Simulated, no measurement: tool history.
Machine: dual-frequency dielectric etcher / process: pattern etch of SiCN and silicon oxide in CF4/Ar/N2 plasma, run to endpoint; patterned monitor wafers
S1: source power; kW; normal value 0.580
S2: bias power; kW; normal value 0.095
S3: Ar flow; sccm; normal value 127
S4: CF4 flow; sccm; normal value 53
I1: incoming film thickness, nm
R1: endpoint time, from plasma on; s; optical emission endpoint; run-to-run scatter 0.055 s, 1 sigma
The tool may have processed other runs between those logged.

Run 1, hour 0.0: usual settings; I1 18.05. Result: R1 18.3 s.
Run 2, hour 89.1: usual settings; I1 18.03. Result: R1 18.2 s.
Run 3, hour 176.5: usual settings; I1 18.18. Result: R1 18.6 s.
Run 4, hour 236.2: usual settings; I1 18.06. Result: R1 18.5 s.
Run 5, hour 341.5: usual settings; I1 17.74. Result: R1 18.4 s.
Run 6, hour 381.8: usual settings but S1 0.470 kW; I1 17.99. Result: R1 19.7 s.
Run 7, hour 437.4: usual settings; I1 17.92. Result: R1 18.0 s.
Run 8, hour 529.9: usual settings; I1 17.78. Result: R1 18.2 s.
Run 9, hour 604.0: usual settings but S2 0.109 kW; I1 17.88. Result: R1 17.8 s.
Run 10, hour 671.3: usual settings but S2 0.102 kW; I1 17.88. Result: R1 18.1 s.
Run 11, hour 762.1: usual settings but S1 0.680 kW, S2 0.117 kW, S3 152 sccm, S4 65 sccm; I1 17.89. Result: R1 16.3 s.
Run 12, hour 872.7: usual settings but S1 0.700 kW, S2 0.117 kW, S3 142 sccm, S4 41 sccm; I1 17.96. Result: R1 17.4 s.
Run 13, hour 1025.2: usual settings; I1 18.01. Result: R1 18.6 s.
Run 14, hour 1097.1: usual settings but S1 0.650 kW, S2 0.114 kW, S4 64 sccm; I1 17.96. Result: R1 16.1 s.
Run 15, hour 1142.2: usual settings but S1 0.680 kW, S3 153 sccm; I1 18.08. Result: R1 18.1 s.

The log once held 7 entries between its listed runs, left out of this copy. Where does each go, and what is different about the tool's unlogged condition between the listed run before it and the listed run after it?
Logged between run 5 and run 6: CF4 flow controller replaced (hour 363.8); wet clean of the chamber (hour 377.7)
  etch rate over this chamber's usual, %: -2.69 -> 0.176; source power that arrives over what is set, %: 5 -> 5.1
  difference, measured minus the result without the unlogged condition, R1: +0.1 -> -0.4 s
Logged between run 7 and run 8: source power generator calibrated (hour 524.6)
  etch rate over this chamber's usual, %: -0.181 -> -0.776; source power that arrives over what is set, %: 5.24 -> 0.635
  difference, measured minus the result without the unlogged condition, R1: -0.3 -> +0.0 s
Logged between run 9 and run 10: Ar flow controller replaced (hour 652.9)
  etch rate over this chamber's usual, %: -1.25 -> -1.69; source power that arrives over what is set, %: 0.817 -> 0.983
  difference, measured minus the result without the unlogged condition, R1: +0.2 -> +0.2 s
Logged between run 11 and run 12: bias power generator calibrated (hour 854.6); upper electrode replaced (hour 872.2)
  etch rate over this chamber's usual, %: -2.27 -> -2.98; source power that arrives over what is set, %: 1.21 -> 1.48
  difference, measured minus the result without the unlogged condition, R1: +0.3 -> +0.4 s
Logged between run 12 and run 13: wet clean of the chamber (hour 899.5)
  etch rate over this chamber's usual, %: -2.98 -> -0.926; source power that arrives over what is set, %: 1.48 -> 1.85
  difference, measured minus the result without the unlogged condition, R1: +0.4 -> +0.1 s
